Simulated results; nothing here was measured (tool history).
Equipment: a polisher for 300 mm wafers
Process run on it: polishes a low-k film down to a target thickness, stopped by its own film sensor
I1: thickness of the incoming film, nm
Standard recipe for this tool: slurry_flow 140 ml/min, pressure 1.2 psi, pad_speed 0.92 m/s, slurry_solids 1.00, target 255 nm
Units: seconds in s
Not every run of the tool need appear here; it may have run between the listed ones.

{"run": 1, "hour": 0.0, "slurry_flow": 140, "pressure": 1.2, "pad_speed": 0.92, "slurry_solids": 0.85, "target": 255, "I1": 289.5, "seconds": 173.9}
{"run": 2, "hour": 20.1, "slurry_flow": 140, "pressure": 1.2, "pad_speed": 0.92, "slurry_solids": 0.85, "target": 255, "I1": 286.5, "seconds": 159.0}
{"run": 3, "hour": 36.2, "slurry_flow": 175, "pressure": 1.2, "pad_speed": 0.92, "slurry_solids": 1.0, "target": 255, "I1": 288.4, "seconds": 146.5}
{"run": 4, "hour": 48.5, "slurry_flow": 175, "pressure": 1.2, "pad_speed": 0.92, "slurry_solids": 1.0, "target": 255, "I1": 289.5, "seconds": 153.8}
{"hour": 69.4, "done": "worn pad replaced by a new one, of another model than before"}
{"run": 5, "hour": 71.3, "slurry_flow": 175, "pressure": 1.2, "pad_speed": 0.92, "slurry_solids": 1.0, "target": 255, "I1": 292.1, "seconds": 216.2}
{"run": 6, "hour": 85.0, "slurry_flow": 140, "pressure": 1.2, "pad_speed": 0.92, "slurry_solids": 1.25, "target": 247, "I1": 287.8, "seconds": 274.2}
{"run": 7, "hour": 116.3, "slurry_flow": 140, "pressure": 1.2, "pad_speed": 0.92, "slurry_solids": 1.25, "target": 247, "I1": 294.6, "seconds": 336.9}
{"run": 8, "hour": 129.9, "slurry_flow": 140, "pressure": 1.2, "pad_speed": 0.92, "slurry_solids": 1.0, "target": 255, "I1": 291.1, "seconds": 270.5}
{"hour": 147.0, "done": "conditioning disc replaced and pad reconditioned"}
{"run": 9, "hour": 157.2, "slurry_flow": 140, "pressure": 1.2, "pad_speed": 0.92, "slurry_solids": 1.0, "target": 255, "I1": 293.0, "seconds": 295.2}
{"hour": 163.9, "done": "slurry blender recalibrated"}
{"run": 10, "hour": 184.1, "slurry_flow": 140, "pressure": 1.2, "pad_speed": 0.92, "slurry_solids": 1.0, "target": 255, "I1": 285.3, "seconds": 239.1}
{"hour": 198.6, "done": "head pressure recalibrated"}
{"hour": 221.8, "done": "worn pad replaced by a new one"}
{"run": 11, "hour": 222.3, "slurry_flow": 140, "pressure": 1.2, "pad_speed": 0.92, "slurry_solids": 1.0, "target": 255, "I1": 289.5, "seconds": 274.8}
{"run": 12, "hour": 245.4, "slurry_flow": 140, "pressure": 1.2, "pad_speed": 0.92, "slurry_solids": 0.8, "target": 258, "I1": 290.7, "seconds": 292.6}
{"hour": 259.4, "done": "slurry nozzle cleaned"}
{"run": 13, "hour": 265.7, "slurry_flow": 140, "pressure": 1.1, "pad_speed": 0.92, "slurry_solids": 1.0, "target": 255, "I1": 293.6, "seconds": 166.9}
{"run": 14, "hour": 278.9, "slurry_flow": 140, "pressure": 1.2, "pad_speed": 1.12, "slurry_solids": 1.0, "target": 259, "I1": 290.4, "seconds": 106.3}
{"run": 15, "hour": 310.4, "slurry_flow": 110, "pressure": 1.2, "pad_speed": 0.92, "slurry_solids": 1.0, "target": 255, "I1": 294.1, "seconds": 190.1}
{"run": 16, "hour": 349.0, "slurry_flow": 140, "pressure": 1.2, "pad_speed": 0.92, "slurry_solids": 0.85, "target": 255, "I1": 287.4, "seconds": 152.5}
{"run": 17, "hour": 362.9, "slurry_flow": 180, "pressure": 1.2, "pad_speed": 0.92, "slurry_solids": 1.1, "target": 255, "I1": 289.5, "seconds": 135.4}
{"run": 18, "hour": 381.6, "slurry_flow": 170, "pressure": 1.2, "pad_speed": 0.92, "slurry_solids": 1.0, "target": 263, "I1": 289.2, "seconds": 108.0}
{"hour": 389.5, "done": "worn pad replaced by a new one"}
{"run": 19, "hour": 394.0, "slurry_flow": 140, "pressure": 1.2, "pad_speed": 0.92, "slurry_solids": 0.8, "target": 255, "I1": 290.7, "seconds": 173.7}
{"run": 20, "hour": 408.6, "slurry_flow": 185, "pressure": 0.9, "pad_speed": 0.92, "slurry_solids": 0.8, "target": 255, "I1": 291.7, "seconds": 187.6}
{"run": 21, "hour": 441.0, "slurry_flow": 110, "pressure": 1.2, "pad_speed": 0.92, "slurry_solids": 0.7, "target": 255, "I1": 289.6, "seconds": 224.2}
{"run": 22, "hour": 455.0, "slurry_flow": 140, "pressure": 1.2, "pad_speed": 0.92, "slurry_solids": 1.0, "target": 255, "I1": 289.4, "seconds": 162.7}
{"run": 23, "hour": 470.6, "slurry_flow": 140, "pressure": 1.2, "pad_speed": 1.04, "slurry_solids": 1.0, "target": 255, "I1": 288.7, "seconds": 143.4}
{"hour": 524.8, "done": "slurry blender recalibrated"}
{"run": 24, "hour": 529.7, "slurry_flow": 140, "pressure": 1.0, "pad_speed": 0.92, "slurry_solids": 1.0, "target": 263, "I1": 287.2, "seconds": 131.9}
{"hour": 540.6, "done": "conditioning disc replaced and pad reconditioned"}
{"run": 25, "hour": 555.9, "slurry_flow": 140, "pressure": 1.2, "pad_speed": 0.92, "slurry_solids": 1.1, "target": 255, "I1": 289.4, "seconds": 168.1}
{"hour": 560.7, "done": "worn pad replaced by a new one"}
{"run": 26, "hour": 581.5, "slurry_flow": 140, "pressure": 1.2, "pad_speed": 0.92, "slurry_solids": 1.0, "target": 255, "I1": 287.0, "seconds": 170.2}

State the hidden condition of the tool at each of the runs:
removal rate lost through wear of the pad, %: 0, the same for each run
deviation of the head's pressure from its setpoint, %: 0, the same for each run
abrasive missing from the slurry, %: 0, the same for each run
time polished since the conditioner stopped cutting, s: 0, the same for each run
H1: slurry flow missing at the pad, %
run=1 H1=41
run=2 H1=41.4
run=3 H1=41.7
run=4 H1=42
run=5 H1=42.4
run=6 H1=42.6
run=7 H1=43
run=8 H1=43.2
run=9 H1=43.5
run=10 H1=43.8
run=11 H1=44.1
run=12 H1=44.3
run=13 H1=1.7
run=14 H1=4.05
run=15 H1=9.12
run=16 H1=14.4
run=17 H1=16.1
run=18 H1=18.2
run=19 H1=19.5
run=20 H1=21
run=21 H1=23.8
run=22 H1=25
run=23 H1=26.1
run=24 H1=29.9
run=25 H1=31.2
run=26 H1=32.4
